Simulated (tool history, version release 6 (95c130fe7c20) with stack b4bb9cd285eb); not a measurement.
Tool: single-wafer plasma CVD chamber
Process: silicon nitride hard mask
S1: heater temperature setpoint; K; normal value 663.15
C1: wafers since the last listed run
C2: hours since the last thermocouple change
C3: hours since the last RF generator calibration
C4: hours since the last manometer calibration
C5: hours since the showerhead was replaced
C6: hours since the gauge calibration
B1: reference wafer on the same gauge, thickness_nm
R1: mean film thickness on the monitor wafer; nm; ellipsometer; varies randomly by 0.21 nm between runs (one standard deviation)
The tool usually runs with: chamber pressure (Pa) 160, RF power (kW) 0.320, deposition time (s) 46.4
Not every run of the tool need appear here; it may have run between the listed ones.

run 1 day=0.000 | S1=658.15 chamber_pressure_(Pa)=160 RF_power_(kW)=0.320 deposition_time_(s)=46.4 | C1=0 C2=1029.6 C3=714.0 C4=1490.0 C5=5461.6 C6=448.9 | B1=49.370 | R1=48.510
run 2 day=1.058 | S1=658.15 chamber_pressure_(Pa)=160 RF_power_(kW)=0.320 deposition_time_(s)=46.4 | C1=613 C2=1055.0 C3=739.4 C4=1515.4 C5=5487.0 C6=474.3 | B1=49.242 | R1=47.944
run 3 day=2.062 | S1=663.15 chamber_pressure_(Pa)=160 RF_power_(kW)=0.320 deposition_time_(s)=46.4 | C1=581 C2=1079.1 C3=763.5 C4=1539.5 C5=5511.1 C6=498.4 | B1=49.220 | R1=47.901
run 4 day=2.858 | S1=663.15 chamber_pressure_(Pa)=175 RF_power_(kW)=0.320 deposition_time_(s)=46.4 | C1=461 C2=1098.2 C3=782.6 C4=1558.6 C5=5530.2 C6=517.5 | B1=49.308 | R1=49.110
run 5 day=3.850 | S1=663.15 chamber_pressure_(Pa)=175 RF_power_(kW)=0.320 deposition_time_(s)=46.4 | C1=574 C2=1122.0 C3=806.4 C4=1582.4 C5=5554.0 C6=541.3 | B1=49.257 | R1=49.191
run 6 day=4.508 | S1=663.15 chamber_pressure_(Pa)=160 RF_power_(kW)=0.320 deposition_time_(s)=46.4 | C1=381 C2=1137.8 C3=822.2 C4=1598.2 C5=5569.8 C6=557.1 | B1=49.284 | R1=48.101
run 7 day=5.196 | S1=663.15 chamber_pressure_(Pa)=160 RF_power_(kW)=0.320 deposition_time_(s)=46.4 | C1=398 C2=1154.3 C3=838.7 C4=1614.7 C5=5586.3 C6=573.6 | B1=49.264 | R1=47.695
run 8 day=6.142 | S1=663.15 chamber_pressure_(Pa)=160 RF_power_(kW)=0.320 deposition_time_(s)=46.4 | C1=548 C2=1177.0 C3=861.4 C4=1637.4 C5=5609.0 C6=596.3 | B1=49.351 | R1=47.848
run 9 day=7.133 | S1=663.15 chamber_pressure_(Pa)=160 RF_power_(kW)=0.320 deposition_time_(s)=46.4 | C1=574 C2=1200.8 C3=885.2 C4=1661.2 C5=5632.8 C6=620.1 | B1=49.219 | R1=47.824
run 10 day=7.942 | S1=663.15 chamber_pressure_(Pa)=160 RF_power_(kW)=0.320 deposition_time_(s)=46.4 | C1=468 C2=1220.2 C3=904.6 C4=1680.6 C5=5652.2 C6=639.5 | B1=49.284 | R1=47.189
run 11 day=9.383 | S1=663.15 chamber_pressure_(Pa)=160 RF_power_(kW)=0.320 deposition_time_(s)=46.4 | C1=835 C2=1254.8 C3=939.2 C4=1715.2 C5=5686.8 C6=674.1 | B1=49.300 | R1=47.541
-- day=10.054 thermocouple changed; heater temperature recalibrated
run 12 day=10.329 | S1=663.15 chamber_pressure_(Pa)=160 RF_power_(kW)=0.300 deposition_time_(s)=46.4 | C1=354 C2=6.6 C3=961.9 C4=1737.9 C5=5709.5 C6=696.8 | B1=49.331 | R1=44.997
-- day=11.046 showerhead replaced
-- day=11.396 RF generator calibrated
run 13 day=11.671 | S1=663.15 chamber_pressure_(Pa)=160 RF_power_(kW)=0.370 deposition_time_(s)=49.4 | C1=391 C2=38.8 C3=6.6 C4=1770.1 C5=15.0 C6=729.0 | B1=49.184 | R1=59.343
-- day=12.612 capacitance manometer re-zeroed and calibrated
run 14 day=12.633 | S1=663.15 chamber_pressure_(Pa)=160 RF_power_(kW)=0.320 deposition_time_(s)=54.5 | C1=364 C2=61.9 C3=29.7 C4=0.5 C5=38.1 C6=752.1 | B1=49.294 | R1=58.391
-- day=13.504 gauge calibrated
run 15 day=16.808 | S1=663.15 chamber_pressure_(Pa)=160 RF_power_(kW)=0.320 deposition_time_(s)=46.4 | C1=2419 C2=162.1 C3=129.9 C4=100.7 C5=138.3 C6=79.3 | B1=49.285 | R1=49.272
run 16 day=18.108 | S1=663.15 chamber_pressure_(Pa)=160 RF_power_(kW)=0.320 deposition_time_(s)=46.4 | C1=753 C2=193.3 C3=161.1 C4=131.9 C5=169.5 C6=110.5 | B1=49.368 | R1=49.191
run 17 day=18.854 | S1=663.15 chamber_pressure_(Pa)=160 RF_power_(kW)=0.320 deposition_time_(s)=39.2 | C1=432 C2=211.2 C3=179.0 C4=149.8 C5=187.4 C6=128.4 | B1=49.296 | R1=41.591
run 18 day=19.750 | S1=663.15 chamber_pressure_(Pa)=160 RF_power_(kW)=0.320 deposition_time_(s)=41.8 | C1=519 C2=232.7 C3=200.5 C4=171.3 C5=208.9 C6=149.9 | B1=49.346 | R1=44.183
run 19 day=20.679 | S1=663.15 chamber_pressure_(Pa)=160 RF_power_(kW)=0.345 deposition_time_(s)=48.7 | C1=538 C2=255.0 C3=222.8 C4=193.6 C5=231.2 C6=172.2 | B1=49.298 | R1=54.625
run 20 day=21.262 | S1=663.15 chamber_pressure_(Pa)=179 RF_power_(kW)=0.320 deposition_time_(s)=46.4 | C1=338 C2=269.0 C3=236.8 C4=207.6 C5=245.2 C6=186.2 | B1=49.248 | R1=50.462
run 21 day=21.788 | S1=663.15 chamber_pressure_(Pa)=160 RF_power_(kW)=0.320 deposition_time_(s)=46.4 | C1=304 C2=281.6 C3=249.4 C4=220.2 C5=257.8 C6=198.8 | B1=49.362 | R1=49.258
run 22 day=22.712 | S1=670.15 chamber_pressure_(Pa)=145 RF_power_(kW)=0.320 deposition_time_(s)=46.4 | C1=536 C2=303.8 C3=271.6 C4=242.4 C5=280.0 C6=221.0 | B1=49.321 | R1=47.485
run 23 day=24.121 | S1=650.15 chamber_pressure_(Pa)=160 RF_power_(kW)=0.320 deposition_time_(s)=46.4 | C1=816 C2=337.6 C3=305.4 C4=276.2 C5=313.8 C6=254.8 | B1=49.234 | R1=49.023

Each row is a separate what-if for the run after 23, all from the same tool condition, not one after another. Results?
run A day=24.138 | S1=663.15 chamber_pressure_(Pa)=160 RF_power_(kW)=0.320 deposition_time_(s)=37.7 | C1=9 C2=338.0 C3=305.8 C4=276.6 C5=314.2 C6=255.2 | B1=? | R1=?
run B day=24.138 | S1=663.15 chamber_pressure_(Pa)=131 RF_power_(kW)=0.320 deposition_time_(s)=46.4 | C1=9 C2=338.0 C3=305.8 C4=276.6 C5=314.2 C6=255.2 | B1=? | R1=?
run C day=24.138 | S1=663.15 chamber_pressure_(Pa)=187 RF_power_(kW)=0.265 deposition_time_(s)=46.4 | C1=9 C2=338.0 C3=305.8 C4=276.6 C5=314.2 C6=255.2 | B1=? | R1=?
run D day=24.138 | S1=670.15 chamber_pressure_(Pa)=133 RF_power_(kW)=0.320 deposition_time_(s)=46.4 | C1=9 C2=338.0 C3=305.8 C4=276.6 C5=314.2 C6=255.2 | B1=? | R1=?

run=A B1=49.286 R1=39.645
run=B B1=49.286 R1=46.294
run=C B1=49.286 R1=43.262
run=D B1=49.286 R1=46.389
Stripped of hidden state, with their random variation kept, the same runs would have yielded:
run=A R1=40.326
run=B R1=47.089
run=C R1=44.059
run=D R1=47.185
